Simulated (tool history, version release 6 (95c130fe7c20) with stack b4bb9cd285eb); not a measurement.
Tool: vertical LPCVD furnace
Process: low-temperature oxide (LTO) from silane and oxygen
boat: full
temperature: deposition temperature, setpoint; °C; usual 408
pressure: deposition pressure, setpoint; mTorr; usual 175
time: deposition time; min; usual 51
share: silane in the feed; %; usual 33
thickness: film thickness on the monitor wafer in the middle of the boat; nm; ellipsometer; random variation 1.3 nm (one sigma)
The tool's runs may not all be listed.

run	hour	temperature	pressure	time	share	wafers since the last listed run	hours since the last temperature calibration	hours since the pressure gauge was zeroed	hours since the silane flow controller was replaced	hours since the gauge calibration	read-back reference wafer on the same gauge, thickness	thickness
1	0	408	175	51	33	0	1727.6	1491.4	2889.4	472.1	325.22	317.14
2	33.4	408	175	51	33	434	1761	1524.8	2922.8	505.5	325.61	317.33
3	59.1	408	175	51	33	334	1786.7	1550.5	2948.5	531.2	325.79	318.5
4	91.1	408	175	51	33	416	1818.7	1582.5	2980.5	563.2	326.09	320.38
5	124.1	408	175	51	33	429	1851.7	1615.5	3013.5	596.2	326.6	319.44
6	193	408	175	51	33	896	1920.6	1684.4	3082.4	665.1	326.91	319.1
7	234.1	408	175	51	33	534	1961.7	1725.5	3123.5	706.2	327.44	316.95
8	266.3	408	175	51	33	418	1993.9	1757.7	3155.7	738.4	328	319.51
9	291.3	404	175	51	33	325	2018.9	1782.7	3180.7	763.4	328.18	307.7
10	349.2	404	175	51	33	753	2076.8	1840.6	3238.6	821.3	329.21	307.26
11	533	404	175	51	33	2391	2260.6	2024.4	3422.4	1005.1	330.87	308.84
# hour 580.5: thermocouples replaced and temperature profile calibrated
12	581	408	175	51	33	312	0.5	2072.4	3470.4	1053.1	331.32	321.86
13	642.7	408	175	51	33	802	62.2	2134.1	3532.1	1114.8	331.9	326.32
14	674.3	397	190	51	33	411	93.8	2165.7	3563.7	1146.4	332.01	307.7
15	717	408	175	51	35	555	136.5	2208.4	3606.4	1189.1	332.99	351.38
# hour 788.4: pressure gauge zeroed
16	788.9	408	145	51	33	623	208.4	0.5	3678.3	1261	333.57	270.62
# hour 844.7: gauge calibrated
17	846.3	408	175	51	33	746	265.8	57.9	3735.7	1.6	321.7	317.31
18	912.1	408	175	40	33	856	331.6	123.7	3801.5	67.4	322.45	247.74
# hour 1004.3: silane flow controller replaced
19	1004.8	412	175	51	33	893	424.3	216.4	0.5	160.1	323.45	331.04
20	1049.8	408	175	59.5	33	585	469.3	261.4	45.5	205.1	323.9	368.83
21	1207.4	408	175	34	37	2050	626.9	419	203.1	362.7	325.54	247.31
22	1239.8	408	175	51	31	421	659.3	451.4	235.5	395.1	326.07	294.26
23	1269.6	408	175	39	36	387	689.1	481.2	265.3	424.9	326.48	273.91
24	1300.7	400	175	45	31	404	720.2	512.3	296.4	456	326.77	235.27
25	1349.5	397	150	33.5	33	634	769	561.1	345.2	504.8	327.55	158.74
26	1376.1	419	175	51	28	346	795.6	587.7	371.8	531.4	327.29	286.61
27	1435.7	408	175	51	33	775	855.2	647.3	431.4	591	328.17	320.5

Hidden state or all else? Some run-to-run changes of thickness, split into what the settings, what came in and random variation would give without the hidden state, and what is left for the hidden state (with any gauge scatter that isn't in both results):
The hidden state here: true tube temperature minus thermocouple reading, K; true pressure minus gauge reading, mTorr; deviation of the silane flow from its setpoint, %; gauge reads high (%).
Run 16 -> 17: pressure 145 -> 175, gauge calibrated. thickness +46.69 nm: hidden state -9.63, all else +56.32.
Run 20 -> 21: time 59.5 -> 34, share 33 -> 37. thickness -121.52 nm: hidden state +0.55, all else -122.07.
Run 25 -> 26: temperature 397 -> 419, pressure 150 -> 175, time 33.5 -> 51, share 33 -> 28. thickness +127.87 nm: hidden state +2.26, all else +125.61.

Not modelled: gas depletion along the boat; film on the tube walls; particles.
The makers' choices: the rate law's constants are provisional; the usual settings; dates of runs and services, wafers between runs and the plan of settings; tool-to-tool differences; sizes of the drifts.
